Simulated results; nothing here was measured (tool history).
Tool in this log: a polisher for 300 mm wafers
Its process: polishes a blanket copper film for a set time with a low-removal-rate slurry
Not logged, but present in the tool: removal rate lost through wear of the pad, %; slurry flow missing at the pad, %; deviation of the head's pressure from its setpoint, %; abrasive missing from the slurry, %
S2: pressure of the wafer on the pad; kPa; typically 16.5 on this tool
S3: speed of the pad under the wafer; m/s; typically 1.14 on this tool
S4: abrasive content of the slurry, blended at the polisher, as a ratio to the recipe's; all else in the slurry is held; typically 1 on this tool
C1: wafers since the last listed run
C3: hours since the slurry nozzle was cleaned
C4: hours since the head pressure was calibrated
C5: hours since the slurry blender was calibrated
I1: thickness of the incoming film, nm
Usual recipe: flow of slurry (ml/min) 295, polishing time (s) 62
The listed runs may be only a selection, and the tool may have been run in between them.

{"run": 1, "hour": 0.0, "flow of slurry (ml/min)": 295, "S2": 16.5, "S3": 1.14, "S4": 1, "polishing time (s)": 62, "C1": 0, "wafers polished on this pad": 174, "C3": 319, "C4": 197.5, "C5": 189, "I1": 1382.1, "film removed (nm)": 172.9}
{"hour": 3.1, "done": "slurry nozzle cleaned"}
{"run": 2, "hour": 10.1, "flow of slurry (ml/min)": 295, "S2": 15.2, "S3": 0.96, "S4": 1, "polishing time (s)": 62, "C1": 58, "wafers polished on this pad": 232, "C3": 7, "C4": 207.6, "C5": 199.1, "I1": 1398.5, "film removed (nm)": 150.3}
{"run": 3, "hour": 24.6, "flow of slurry (ml/min)": 295, "S2": 15.2, "S3": 0.96, "S4": 1, "polishing time (s)": 62, "C1": 93, "wafers polished on this pad": 326, "C3": 21.5, "C4": 222.1, "C5": 213.6, "I1": 1401.6, "film removed (nm)": 144.5}
{"run": 4, "hour": 37.8, "flow of slurry (ml/min)": 295, "S2": 15.2, "S3": 0.96, "S4": 1, "polishing time (s)": 62, "C1": 85, "wafers polished on this pad": 411, "C3": 34.7, "C4": 235.3, "C5": 226.8, "I1": 1394.7, "film removed (nm)": 146.9}
{"run": 5, "hour": 51.2, "flow of slurry (ml/min)": 295, "S2": 13.8, "S3": 1.14, "S4": 1, "polishing time (s)": 62, "C1": 86, "wafers polished on this pad": 497, "C3": 48.1, "C4": 248.7, "C5": 240.2, "I1": 1386.3, "film removed (nm)": 163.1}
{"run": 6, "hour": 68.7, "flow of slurry (ml/min)": 295, "S2": 12.4, "S3": 1.14, "S4": 1, "polishing time (s)": 62, "C1": 112, "wafers polished on this pad": 610, "C3": 65.6, "C4": 266.2, "C5": 257.7, "I1": 1391.5, "film removed (nm)": 149.7}
{"run": 7, "hour": 83.6, "flow of slurry (ml/min)": 295, "S2": 12.4, "S3": 1.14, "S4": 1, "polishing time (s)": 62, "C1": 96, "wafers polished on this pad": 706, "C3": 80.5, "C4": 281.1, "C5": 272.6, "I1": 1426.5, "film removed (nm)": 146.8}
{"hour": 89.2, "done": "worn pad replaced by a new one"}
{"run": 8, "hour": 100.4, "flow of slurry (ml/min)": 295, "S2": 16.5, "S3": 1.14, "S4": 1, "polishing time (s)": 62, "C1": 82, "wafers polished on this pad": 72, "C3": 97.3, "C4": 297.9, "C5": 289.4, "I1": 1394, "film removed (nm)": 182.4}
{"run": 9, "hour": 115.5, "flow of slurry (ml/min)": 370, "S2": 16.5, "S3": 1.14, "S4": 1.15, "polishing time (s)": 62, "C1": 97, "wafers polished on this pad": 169, "C3": 112.4, "C4": 313, "C5": 304.5, "I1": 1401.2, "film removed (nm)": 194.1}
{"run": 10, "hour": 126.1, "flow of slurry (ml/min)": 295, "S2": 16.5, "S3": 1.14, "S4": 1, "polishing time (s)": 77, "C1": 68, "wafers polished on this pad": 238, "C3": 123, "C4": 323.6, "C5": 315.1, "I1": 1382.2, "film removed (nm)": 223.3}
{"run": 11, "hour": 143.3, "flow of slurry (ml/min)": 295, "S2": 13.8, "S3": 1.14, "S4": 0.75, "polishing time (s)": 62, "C1": 110, "wafers polished on this pad": 348, "C3": 140.2, "C4": 340.8, "C5": 332.3, "I1": 1425.2, "film removed (nm)": 145.2}
{"run": 12, "hour": 149.4, "flow of slurry (ml/min)": 295, "S2": 16.5, "S3": 1.14, "S4": 1, "polishing time (s)": 62, "C1": 39, "wafers polished on this pad": 388, "C3": 146.3, "C4": 346.9, "C5": 338.4, "I1": 1392.7, "film removed (nm)": 178.4}
{"run": 13, "hour": 157.0, "flow of slurry (ml/min)": 390, "S2": 13.1, "S3": 1.32, "S4": 1.15, "polishing time (s)": 62, "C1": 48, "wafers polished on this pad": 437, "C3": 153.9, "C4": 354.5, "C5": 346, "I1": 1398.4, "film removed (nm)": 180.3}
{"hour": 164.7, "done": "slurry blender recalibrated"}
{"hour": 190.0, "done": "worn pad replaced by a new one"}
{"run": 14, "hour": 195.3, "flow of slurry (ml/min)": 295, "S2": 14.5, "S3": 1.14, "S4": 0.85, "polishing time (s)": 62, "C1": 208, "wafers polished on this pad": 34, "C3": 192.2, "C4": 392.8, "C5": 30.6, "I1": 1386.1, "film removed (nm)": 162.1}
{"run": 15, "hour": 203.2, "flow of slurry (ml/min)": 295, "S2": 16.5, "S3": 1.14, "S4": 1, "polishing time (s)": 69, "C1": 50, "wafers polished on this pad": 85, "C3": 200.1, "C4": 400.7, "C5": 38.5, "I1": 1407.8, "film removed (nm)": 210.6}
{"run": 16, "hour": 212.1, "flow of slurry (ml/min)": 295, "S2": 16.5, "S3": 1.5, "S4": 0.7, "polishing time (s)": 62, "C1": 57, "wafers polished on this pad": 142, "C3": 209, "C4": 409.6, "C5": 47.4, "I1": 1406.2, "film removed (nm)": 220.8}
{"run": 17, "hour": 219.3, "flow of slurry (ml/min)": 295, "S2": 16.5, "S3": 1.5, "S4": 0.7, "polishing time (s)": 62, "C1": 46, "wafers polished on this pad": 188, "C3": 216.2, "C4": 416.8, "C5": 54.6, "I1": 1390.6, "film removed (nm)": 222.8}
{"hour": 222.6, "done": "head pressure recalibrated"}
{"run": 18, "hour": 227.9, "flow of slurry (ml/min)": 295, "S2": 16.5, "S3": 1.14, "S4": 1.1, "polishing time (s)": 82, "C1": 42, "wafers polished on this pad": 231, "C3": 224.8, "C4": 5.3, "C5": 63.2, "I1": 1384, "film removed (nm)": 251.3}
{"run": 19, "hour": 241.4, "flow of slurry (ml/min)": 215, "S2": 16.5, "S3": 1.44, "S4": 1, "polishing time (s)": 69, "C1": 87, "wafers polished on this pad": 318, "C3": 238.3, "C4": 18.8, "C5": 76.7, "I1": 1379.5, "film removed (nm)": 242.5}
{"run": 20, "hour": 256.9, "flow of slurry (ml/min)": 295, "S2": 21.4, "S3": 0.8, "S4": 1, "polishing time (s)": 62, "C1": 99, "wafers polished on this pad": 418, "C3": 253.8, "C4": 34.3, "C5": 92.2, "I1": 1407.5, "film removed (nm)": 159.3}
{"run": 21, "hour": 268.2, "flow of slurry (ml/min)": 295, "S2": 15.2, "S3": 0.96, "S4": 1, "polishing time (s)": 62, "C1": 72, "wafers polished on this pad": 491, "C3": 265.1, "C4": 45.6, "C5": 103.5, "I1": 1387.5, "film removed (nm)": 141.5}
{"run": 22, "hour": 279.6, "flow of slurry (ml/min)": 365, "S2": 13.8, "S3": 1.14, "S4": 1.2, "polishing time (s)": 44, "C1": 73, "wafers polished on this pad": 564, "C3": 276.5, "C4": 57, "C5": 114.9, "I1": 1391.9, "film removed (nm)": 118.7}
{"hour": 289.2, "done": "worn pad replaced by a new one"}
{"hour": 292.2, "done": "slurry nozzle cleaned"}
{"run": 23, "hour": 296.9, "flow of slurry (ml/min)": 295, "S2": 16.5, "S3": 1.14, "S4": 1, "polishing time (s)": 62, "C1": 79, "wafers polished on this pad": 43, "C3": 4.7, "C4": 74.3, "C5": 132.2, "I1": 1421.3, "film removed (nm)": 192.9}
{"run": 24, "hour": 308.0, "flow of slurry (ml/min)": 255, "S2": 20.7, "S3": 1.46, "S4": 1, "polishing time (s)": 62, "C1": 71, "wafers polished on this pad": 114, "C3": 15.8, "C4": 85.4, "C5": 143.3, "I1": 1393, "film removed (nm)": 285.9}
{"run": 25, "hour": 325.8, "flow of slurry (ml/min)": 295, "S2": 16.5, "S3": 1.14, "S4": 1, "polishing time (s)": 62, "C1": 114, "wafers polished on this pad": 229, "C3": 33.6, "C4": 103.2, "C5": 161.1, "I1": 1421.3, "film removed (nm)": 188.9}
{"run": 26, "hour": 342.9, "flow of slurry (ml/min)": 295, "S2": 16.5, "S3": 1.14, "S4": 1, "polishing time (s)": 62, "C1": 110, "wafers polished on this pad": 339, "C3": 50.7, "C4": 120.3, "C5": 178.2, "I1": 1425.5, "film removed (nm)": 189.1}
{"run": 27, "hour": 349.7, "flow of slurry (ml/min)": 295, "S2": 16.5, "S3": 1.14, "S4": 1, "polishing time (s)": 62, "C1": 43, "wafers polished on this pad": 383, "C3": 57.5, "C4": 127.1, "C5": 185, "I1": 1407.5, "film removed (nm)": 187}
{"run": 28, "hour": 358.3, "flow of slurry (ml/min)": 295, "S2": 16.5, "S3": 0.74, "S4": 0.75, "polishing time (s)": 42, "C1": 55, "wafers polished on this pad": 438, "C3": 66.1, "C4": 135.7, "C5": 193.6, "I1": 1375.9, "film removed (nm)": 76.5}
{"run": 29, "hour": 367.0, "flow of slurry (ml/min)": 240, "S2": 14.5, "S3": 1.14, "S4": 1, "polishing time (s)": 62, "C1": 56, "wafers polished on this pad": 495, "C3": 74.8, "C4": 144.4, "C5": 202.3, "I1": 1386.9, "film removed (nm)": 166.8}

The tool's hidden state at each run:
removal rate lost through wear of the pad, %: 0 at every run
deviation of the head's pressure from its setpoint, %: 0 at every run
H1: slurry flow missing at the pad, %
H2: abrasive missing from the slurry, %
run=1 H1=47.8 H2=9.76
run=2 H1=3.58 H2=10.5
run=3 H1=3.76 H2=11.7
run=4 H1=4.1 H2=12.8
run=5 H1=4.6 H2=14
run=6 H1=5.49 H2=15.7
run=7 H1=6.47 H2=17.2
run=8 H1=7.82 H2=19
run=9 H1=9.24 H2=20.7
run=10 H1=10.4 H2=22
run=11 H1=12.4 H2=24.2
run=12 H1=13.2 H2=24.9
run=13 H1=14.2 H2=26
run=14 H1=20.2 H2=2.14
run=15 H1=21.6 H2=2.24
run=16 H1=23.2 H2=2.39
run=17 H1=24.6 H2=2.53
run=18 H1=26.3 H2=2.73
run=19 H1=29.1 H2=3.09
run=20 H1=32.5 H2=3.6
run=21 H1=35.2 H2=4.02
run=22 H1=37.9 H2=4.5
run=23 H1=6.93 H2=5.33
run=24 H1=7.03 H2=5.91
run=25 H1=7.42 H2=6.96
run=26 H1=8.07 H2=8.08
run=27 H1=8.4 H2=8.55
run=28 H1=8.88 H2=9.18
run=29 H1=9.43 H2=9.85
